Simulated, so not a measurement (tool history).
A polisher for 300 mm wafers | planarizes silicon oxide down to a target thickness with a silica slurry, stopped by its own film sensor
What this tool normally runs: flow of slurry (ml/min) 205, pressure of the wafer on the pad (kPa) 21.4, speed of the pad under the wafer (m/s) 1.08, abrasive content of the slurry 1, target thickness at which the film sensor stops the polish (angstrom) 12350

run,day,flow of slurry (ml/min),pressure of the wafer on the pad (kPa),speed of the pad under the wafer (m/s),abrasive content of the slurry,target thickness at which the film sensor stops the polish (angstrom),wafers since the last listed run,wafers polished on this pad,hours since the slurry nozzle was cleaned,hours since the head pressure was calibrated,hours since the slurry blender was calibrated,hours since the conditioning disc was replaced,"incoming thickness of the incoming film, nm",time until the film sensor stopped the polish (s)
1,0,205,21.4,1.08,1,12350,0,96,743.3,481.2,56,194,1402.3,63.8
# day 0.104: slurry nozzle cleaned
2,0.567,205,21.4,1.08,1,12350,166,262,11.1,494.8,69.6,207.6,1391.7,60.6
3,1.221,205,21.4,1.08,1,12350,207,470,26.8,510.5,85.3,223.3,1406,67.1
4,1.95,205,24.8,1.08,1.25,12350,231,702,44.3,528,102.8,240.8,1378.4,42.3
5,2.488,205,21.4,1.38,1,12540,170,872,57.2,540.9,115.7,253.7,1386.9,42.2
6,3.533,205,21.4,1.08,1,12350,332,1204,82.3,566,140.8,278.8,1370,52.1
# day 3.792: head pressure recalibrated
# day 4.358: worn pad replaced by a new one
7,4.379,205,21.4,1.08,1,12350,189,6,102.6,14.1,161.1,299.1,1385.3,57.1
8,4.617,160,21.4,0.7,1,12350,75,81,108.3,19.8,166.8,304.8,1379.3,78.1
9,4.888,205,21.4,1.08,1.25,12350,85,167,114.8,26.3,173.3,311.3,1361.1,45.8
10,5.471,205,21.4,1.08,1,12350,185,352,128.8,40.3,187.3,325.3,1369.5,52.1
# day 5.783: slurry blender recalibrated
11,6.104,205,28.3,1.08,1.2,12350,174,527,144,55.5,7.7,340.5,1377.4,40
12,6.821,155,21.4,1.38,1,12350,227,754,161.2,72.7,24.9,357.7,1395,54.8
13,7.492,205,21.4,1.08,1,12350,212,967,177.3,88.8,41,373.8,1405.9,65
# day 7.808: conditioning disc replaced and pad reconditioned
14,7.921,240,26.2,1.08,0.9,12650,109,1077,187.6,99.1,51.3,2.7,1399.6,40.4
# day 8.388: worn pad replaced by a new one
15,8.408,205,15.2,1.28,1,12620,101,6,199.3,110.8,63,14.4,1396.4,61.5
16,8.792,205,21.4,1.08,0.9,12880,121,128,208.5,120,72.2,23.6,1397.6,42.4
17,9.421,205,21.4,1.08,1,12350,199,327,223.6,135.1,87.3,38.7,1378.2,53.1
18,9.792,205,21.4,1.08,1,12350,117,445,232.5,144,96.2,47.6,1378.8,50.9
19,10.117,205,21.4,1.08,1,12350,103,548,240.3,151.8,104,55.4,1389.7,57.1
20,10.846,205,21.4,1.08,1,12350,231,780,257.8,169.3,121.5,72.9,1385.7,54.8
21,11.233,205,14.5,1.08,0.85,12350,123,903,267.1,178.6,130.8,82.2,1391.7,87.8
22,11.733,150,21.4,1.08,1,12650,158,1062,279.1,190.6,142.8,94.2,1368.9,41.2
23,12.292,205,21.4,0.72,1.15,12350,177,1239,292.5,204,156.2,107.6,1408.6,84.1
# day 12.621: worn pad replaced by a new one
# day 12.775: slurry blender recalibrated
24,12.929,205,27.6,0.86,1.3,12350,123,71,307.8,219.3,3.7,122.9,1416.8,57.5

5 options for the next run, each taken on its own from the tool as it stands now. Forecast them:
A,12.946,205,21.4,1.08,1,12350,5,77,308.2,219.7,4.1,123.3,1394.4,?
B,12.946,205,21.4,1.08,1.15,11930,5,77,308.2,219.7,4.1,123.3,1394.4,?
C,12.946,260,21.4,1.34,1,12350,5,77,308.2,219.7,4.1,123.3,1394.4,?
D,12.946,185,21.4,0.84,1,12350,5,77,308.2,219.7,4.1,123.3,1394.4,?
E,12.946,245,16.5,0.94,1,12210,5,77,308.2,219.7,4.1,123.3,1394.4,?

run,time until the film sensor stopped the polish (s)
A,59.2
B,71.4
C,49.4
D,71.7
E,88.9
With the hidden condition removed and each run's random variation left untouched, the same runs would have given:
run,time until the film sensor stopped the polish (s)
A,56.4
B,67.9
C,46.6
D,68.9
E,85.8

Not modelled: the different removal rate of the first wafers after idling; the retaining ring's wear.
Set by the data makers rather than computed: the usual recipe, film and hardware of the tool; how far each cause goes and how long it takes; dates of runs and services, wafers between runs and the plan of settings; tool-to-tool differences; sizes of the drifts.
